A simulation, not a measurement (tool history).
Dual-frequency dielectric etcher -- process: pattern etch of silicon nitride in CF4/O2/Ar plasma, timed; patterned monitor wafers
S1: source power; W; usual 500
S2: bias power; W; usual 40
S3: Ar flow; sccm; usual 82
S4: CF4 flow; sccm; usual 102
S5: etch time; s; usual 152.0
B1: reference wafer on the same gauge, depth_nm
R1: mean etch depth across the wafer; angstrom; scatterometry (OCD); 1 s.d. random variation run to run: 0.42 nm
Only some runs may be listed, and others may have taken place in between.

| run | day | S1 | S2 | S3 | S4 | S5 | B1 | R1 |
|---|---|---|---|---|---|---|---|---|
| 1 | 0.000 | 500 | 40 | 82 | 102 | 152.0 | 302.8 | 2820 |
| 2 | 0.379 | 500 | 40 | 82 | 102 | 152.0 | 303.0 | 2811 |
| 3 | 0.979 | 500 | 40 | 82 | 102 | 152.0 | 303.0 | 2823 |
| 4 | 1.358 | 470 | 40 | 87 | 102 | 152.0 | 302.9 | 2665 |
| 5 | 2.004 | 470 | 40 | 87 | 102 | 152.0 | 303.0 | 2661 |
| 6 | 2.583 | 470 | 40 | 87 | 102 | 152.0 | 303.0 | 2662 |
| 7 | 2.950 | 500 | 40 | 82 | 102 | 170.5 | 303.2 | 3166 |
| 8 | 3.667 | 500 | 40 | 82 | 102 | 170.5 | 303.0 | 3167 |
| 9 | 4.108 | 500 | 40 | 82 | 102 | 170.5 | 303.2 | 3175 |
| 10 | 4.800 | 500 | 40 | 82 | 102 | 170.5 | 303.1 | 3181 |
| 11 | 5.275 | 580 | 40 | 82 | 102 | 168.0 | 303.1 | 3545 |
| 12 | 5.971 | 500 | 47 | 92 | 95 | 152.0 | 302.9 | 2998 |
| 13 | 7.112 | 500 | 40 | 76 | 102 | 152.0 | 303.0 | 2856 |
| 14 | 7.183 | 500 | 40 | 82 | 102 | 152.0 | 303.1 | 2834 |
| 15 | 8.425 | 500 | 36 | 82 | 102 | 177.5 | 303.1 | 3095 |
| 16 | 9.658 | 500 | 40 | 82 | 102 | 152.0 | 303.0 | 2795 |
| 17 | 10.392 | 540 | 40 | 82 | 111 | 152.0 | 302.9 | 3022 |
| 18 | 10.762 | 500 | 40 | 82 | 102 | 152.0 | 302.9 | 2790 |
| 19 | 12.396 | 390 | 40 | 74 | 102 | 152.0 | 303.2 | 2292 |
| 20 | 13.208 | 500 | 36 | 99 | 102 | 152.0 | 302.8 | 2608 |

Missing from the log above: 7 entries noted between runs. For each, name the pair of listed runs it sits between and say how the tool's hidden condition differs from the listed run just before to the listed run just after:
Runs 12 to 13: bias power generator calibrated (day 6.158); Ar flow controller replaced (day 6.371); upper electrode replaced (day 6.988); source power generator calibrated (day 7.092)
  etch rate over this chamber's usual, %: 1.47 -> 1.56
  what was measured, less what the result would be without the hidden state, R1: +43 -> +43 angstrom
Runs 14 to 15: CF4 flow controller replaced (day 8.046); wet clean of the chamber (day 8.404)
  etch rate over this chamber's usual, %: 1.57 -> -0.223
  what was measured, less what the result would be without the hidden state, R1: +44 -> -6 angstrom
Runs 15 to 16: gauge calibrated (day 8.562)
  etch rate over this chamber's usual, %: -0.223 -> -0.125
  what was measured, less what the result would be without the hidden state, R1: -6 -> -4 angstrom
